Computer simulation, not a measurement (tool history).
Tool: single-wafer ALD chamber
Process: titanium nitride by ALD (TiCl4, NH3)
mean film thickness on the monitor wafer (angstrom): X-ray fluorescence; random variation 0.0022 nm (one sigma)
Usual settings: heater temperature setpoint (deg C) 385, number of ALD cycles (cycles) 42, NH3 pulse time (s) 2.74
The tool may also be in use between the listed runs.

run,hour,heater temperature setpoint (deg C),number of ALD cycles (cycles),NH3 pulse time (s),"read-back reference wafer on the same gauge, thickness_nm",mean film thickness on the monitor wafer (angstrom)
1,0,381,42,2.74,0.777,8.71
2,67.4,381,42,2.74,0.773,8.7
3,99.5,381,42,2.74,0.772,8.66
4,125.1,385,42,2.74,0.771,8.67
5,227.2,385,42,2.74,0.768,8.64
6,258.7,385,42,2.74,0.768,8.59
7,286.5,385,42,3.44,0.767,8.68
8,320.1,385,42,3.44,0.767,8.67
9,332.2,385,42,3.44,0.767,8.7
10,347.8,385,42,2.74,0.767,8.62
11,393.8,385,42,2.74,0.766,8.61
# hour 417: thermocouple changed; heater temperature recalibrated
12,425.2,395,39,2.74,0.766,8.05
# hour 439.7: gauge calibrated
13,444.7,395,46,3.55,0.784,9.76
# hour 485.8: showerhead replaced
14,486.3,385,42,2.43,0.781,8.74
15,490.5,385,42,1.96,0.781,8.74
16,524.5,395,47,3.81,0.778,9.92
17,546,391,37,2.02,0.777,7.67
18,569.1,385,42,2.74,0.776,8.77
19,589,380,46,1.93,0.775,9.44
20,601,393,35,2.74,0.775,7.29
21,613.1,378,42,2.74,0.774,8.64
22,639.7,385,42,2.74,0.773,8.68
23,666,385,42,2.74,0.772,8.71

Forecast each of these 4 alternatives for the next run:
A,666.5,385,42,2.74,?,?
B,666.5,385,42,3.65,?,?
C,666.5,385,42,3.68,?,?
D,666.5,394,42,2.02,?,?

run,"read-back reference wafer on the same gauge, thickness_nm",mean film thickness on the monitor wafer (angstrom)
A,0.772,8.69
B,0.772,8.76
C,0.772,8.76
D,0.772,8.67
Without the tool's hidden state the same runs would have given:
run,mean film thickness on the monitor wafer (angstrom)
A,8.83
B,8.9
C,8.9
D,8.81

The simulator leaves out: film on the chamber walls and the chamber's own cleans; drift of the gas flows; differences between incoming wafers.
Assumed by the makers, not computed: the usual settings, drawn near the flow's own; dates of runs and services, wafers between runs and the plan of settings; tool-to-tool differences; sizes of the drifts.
